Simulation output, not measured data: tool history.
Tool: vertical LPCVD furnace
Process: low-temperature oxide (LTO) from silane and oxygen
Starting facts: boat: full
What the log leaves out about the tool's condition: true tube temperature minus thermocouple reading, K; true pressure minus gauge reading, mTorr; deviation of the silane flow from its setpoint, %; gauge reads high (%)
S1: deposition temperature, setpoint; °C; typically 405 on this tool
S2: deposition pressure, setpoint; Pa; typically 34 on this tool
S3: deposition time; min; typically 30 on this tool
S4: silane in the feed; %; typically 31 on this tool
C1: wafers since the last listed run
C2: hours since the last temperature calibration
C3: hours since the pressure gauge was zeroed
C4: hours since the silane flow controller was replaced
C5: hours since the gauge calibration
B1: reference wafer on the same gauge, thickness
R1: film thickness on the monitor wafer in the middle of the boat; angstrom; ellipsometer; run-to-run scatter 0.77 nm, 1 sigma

run,hour,S1,S2,S3,S4,C1,C2,C3,C4,C5,B1,R1
1,0,405,34,30,31,0,1998,3420.8,5301.4,1490,236.89,2550.7
2,102.7,405,34,30,31,2091,2100.7,3523.5,5404.1,1592.7,236.93,2551.4
# hour 113.7: gauge calibrated
3,127.4,405,34,30,31,503,2125.4,3548.2,5428.8,13.7,236.97,2536.6
4,161,405,34,34.5,31,684,2159,3581.8,5462.4,47.3,237.18,2941.6
5,179.8,405,34,34.5,31,382,2177.8,3600.6,5481.2,66.1,236.98,2935.8
6,198,405,34,34.5,31,370,2196,3618.8,5499.4,84.3,237.15,2930.3
7,214.9,409,34,30,31,344,2212.9,3635.7,5516.3,101.2,237.13,2665.2
8,243.3,405,34,30,31,578,2241.3,3664.1,5544.7,129.6,236.96,2565.1
9,278.7,414,29.3,41.5,29,720,2276.7,3699.5,5580.1,165,237.04,3078.2
10,312,405,31.3,30,31,678,2310,3732.8,5613.4,198.3,236.98,2370
11,344.1,409,38.7,30,34,653,2342.1,3764.9,5645.5,230.4,237.12,3465.6
12,370.1,405,37.3,30,31,529,2368.1,3790.9,5671.5,256.4,237.07,2822.5
13,391,405,34,34,31,425,2389,3811.8,5692.4,277.3,237.25,2899.8
14,416.6,405,40.7,30,36,521,2414.6,3837.4,5718,302.9,236.95,3742.2
# hour 448: pressure gauge zeroed
# hour 472.1: thermocouples replaced and temperature profile calibrated
15,472.6,409,38.7,30,34,162,0.5,24.6,5774,358.9,237.06,3380.2
16,476.7,399,34,30,34,83,4.6,28.7,5778.1,363,237.21,2656.9
17,480.8,405,34,30,31,83,8.7,32.8,5782.2,367.1,237.06,2504.1

Run 18 comes next. What will it give?
18,505.8,410,28,30,29,509,33.7,57.8,5807.2,392.1,?,?

B1: 237.05
R1: 1976.3 angstrom
With no hidden state in the tool, this same run would have given R1 1973.3 angstrom.
